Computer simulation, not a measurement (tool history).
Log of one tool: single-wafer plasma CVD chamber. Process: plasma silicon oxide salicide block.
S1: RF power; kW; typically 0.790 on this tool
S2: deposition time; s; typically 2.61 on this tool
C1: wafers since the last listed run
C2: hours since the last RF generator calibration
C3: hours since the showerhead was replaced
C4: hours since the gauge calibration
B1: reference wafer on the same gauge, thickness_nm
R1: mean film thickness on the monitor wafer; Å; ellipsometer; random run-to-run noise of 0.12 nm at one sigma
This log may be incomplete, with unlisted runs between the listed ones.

| run | hour | S1 | S2 | C1 | C2 | C3 | C4 | B1 | R1 |
|---|---|---|---|---|---|---|---|---|---|
| 1 | 0.0 | 0.790 | 2.61 | 0 | 924.6 | 5847.8 | 425.2 | 26.024 | 287.80 |
| 2 | 30.1 | 0.790 | 2.25 | 1307 | 954.7 | 5877.9 | 455.3 | 25.994 | 247.56 |
| 3 | 50.4 | 0.790 | 2.25 | 881 | 975.0 | 5898.2 | 475.6 | 25.982 | 247.43 |
| 4 | 66.2 | 0.790 | 2.25 | 686 | 990.8 | 5914.0 | 491.4 | 25.964 | 245.74 |
| 5 | 99.5 | 0.790 | 2.61 | 1446 | 1024.1 | 5947.3 | 524.7 | 26.011 | 286.73 |
| 6 | 125.7 | 0.790 | 2.61 | 1137 | 1050.3 | 5973.5 | 550.9 | 25.987 | 287.45 |
| 7 | 152.7 | 0.790 | 2.61 | 1172 | 1077.3 | 6000.5 | 577.9 | 26.015 | 285.80 |
| 8 | 186.3 | 0.790 | 2.61 | 1459 | 1110.9 | 6034.1 | 611.5 | 25.971 | 283.90 |
| 9 | 200.1 | 0.790 | 2.61 | 599 | 1124.7 | 6047.9 | 625.3 | 26.008 | 287.19 |
| 10 | 234.8 | 0.860 | 2.61 | 1507 | 1159.4 | 6082.6 | 660.0 | 26.025 | 293.38 |
| 11 | 255.0 | 0.860 | 2.61 | 877 | 1179.6 | 6102.8 | 680.2 | 25.978 | 292.46 |
| 12 | 278.1 | 0.790 | 2.61 | 1003 | 1202.7 | 6125.9 | 703.3 | 25.993 | 285.46 |
| 13 | 297.1 | 0.790 | 2.61 | 825 | 1221.7 | 6144.9 | 722.3 | 26.004 | 286.43 |
| 14 | 324.1 | 0.790 | 2.61 | 1172 | 1248.7 | 6171.9 | 749.3 | 25.994 | 284.21 |
| 15 | 351.8 | 0.790 | 2.61 | 1203 | 1276.4 | 6199.6 | 777.0 | 26.001 | 286.29 |
| 16 | 364.7 | 0.790 | 2.61 | 560 | 1289.3 | 6212.5 | 789.9 | 26.006 | 285.92 |
| 17 | 393.5 | 0.790 | 2.61 | 1250 | 1318.1 | 6241.3 | 818.7 | 25.993 | 286.83 |
| 18 | 417.1 | 0.790 | 2.92 | 1024 | 1341.7 | 6264.9 | 842.3 | 26.007 | 321.65 |
| 19 | 449.5 | 0.790 | 2.22 | 1407 | 1374.1 | 6297.3 | 874.7 | 25.990 | 243.50 |
| 20 | 462.5 | 0.790 | 2.22 | 564 | 1387.1 | 6310.3 | 887.7 | 26.020 | 241.76 |
| 21 | 489.2 | 0.790 | 2.22 | 1159 | 1413.8 | 6337.0 | 914.4 | 25.983 | 242.69 |
| 22 | 520.0 | 0.665 | 2.61 | 1337 | 1444.6 | 6367.8 | 945.2 | 25.997 | 268.16 |
| 23 | 589.1 | 0.930 | 2.82 | 3000 | 1513.7 | 6436.9 | 1014.3 | 26.005 | 321.83 |
| 24 | 610.7 | 0.845 | 2.17 | 938 | 1535.3 | 6458.5 | 1035.9 | 26.013 | 241.16 |
| 25 | 623.4 | 0.790 | 2.61 | 551 | 1548.0 | 6471.2 | 1048.6 | 25.975 | 284.35 |
| 26 | 649.1 | 0.790 | 2.61 | 1116 | 1573.7 | 6496.9 | 1074.3 | 25.995 | 283.56 |
| 27 | 679.4 | 0.790 | 2.61 | 1315 | 1604.0 | 6527.2 | 1104.6 | 25.996 | 283.54 |
|  | 692.5 | gauge calibrated |
|  | 702.8 | showerhead replaced |
| 28 | 703.3 | 0.790 | 2.10 | 690 | 1627.9 | 0.5 | 10.8 | 26.004 | 228.69 |
| 29 | 732.1 | 0.650 | 2.88 | 1250 | 1656.7 | 29.3 | 39.6 | 25.998 | 292.96 |
| 30 | 744.7 | 0.690 | 2.84 | 547 | 1669.3 | 41.9 | 52.2 | 25.988 | 294.40 |
| 31 | 764.1 | 0.790 | 2.76 | 842 | 1688.7 | 61.3 | 71.6 | 26.007 | 298.01 |
|  | 774.9 | RF generator calibrated |
| 32 | 788.1 | 0.665 | 2.61 | 694 | 13.2 | 85.3 | 95.6 | 26.005 | 275.34 |
| 33 | 801.7 | 0.875 | 2.88 | 590 | 26.8 | 98.9 | 109.2 | 26.002 | 332.57 |
| 34 | 897.4 | 0.790 | 2.61 | 4156 | 122.5 | 194.6 | 204.9 | 25.985 | 290.13 |
| 35 | 919.9 | 0.700 | 3.13 | 977 | 145.0 | 217.1 | 227.4 | 25.986 | 336.72 |
| 36 | 934.6 | 0.735 | 2.75 | 638 | 159.7 | 231.8 | 242.1 | 26.003 | 300.46 |
| 37 | 964.7 | 0.850 | 2.23 | 1307 | 189.8 | 261.9 | 272.2 | 25.999 | 254.98 |
| 38 | 1033.0 | 0.790 | 2.38 | 2966 | 258.1 | 330.2 | 340.5 | 26.009 | 266.63 |
| 39 | 1060.4 | 0.940 | 2.30 | 1189 | 285.5 | 357.6 | 367.9 | 26.013 | 270.50 |
| 40 | 1072.6 | 0.650 | 2.61 | 529 | 297.7 | 369.8 | 380.1 | 25.974 | 270.82 |
| 41 | 1098.7 | 0.790 | 2.61 | 1133 | 323.8 | 395.9 | 406.2 | 25.994 | 290.52 |
| 42 | 1125.3 | 0.705 | 2.61 | 1155 | 350.4 | 422.5 | 432.8 | 26.015 | 278.43 |
| 43 | 1152.1 | 0.920 | 2.61 | 1163 | 377.2 | 449.3 | 459.6 | 25.988 | 305.02 |
| 44 | 1168.0 | 0.945 | 3.07 | 690 | 393.1 | 465.2 | 475.5 | 25.998 | 361.18 |
| 45 | 1188.8 | 0.895 | 2.29 | 903 | 413.9 | 486.0 | 496.3 | 26.007 | 263.82 |

Consider 3 possible next runs. They are alternatives, not a sequence: every one starts from the tool as it was left by run 45. What does each give?
| A | 1189.2 | 0.790 | 3.00 | 17 | 414.3 | 486.4 | 496.7 | ? | ? |
| B | 1189.2 | 0.845 | 2.61 | 17 | 414.3 | 486.4 | 496.7 | ? | ? |
| C | 1189.2 | 0.915 | 2.77 | 17 | 414.3 | 486.4 | 496.7 | ? | ? |

| run | B1 | R1 |
|---|---|---|
| A | 25.994 | 333.95 |
| B | 25.994 | 296.98 |
| C | 25.994 | 323.42 |
The same runs, with their run-to-run variation unchanged, on a tool lacking any hidden condition would have given:
| run | R1 |
|---|---|
| A | 337.12 |
| B | 299.80 |
| C | 326.50 |
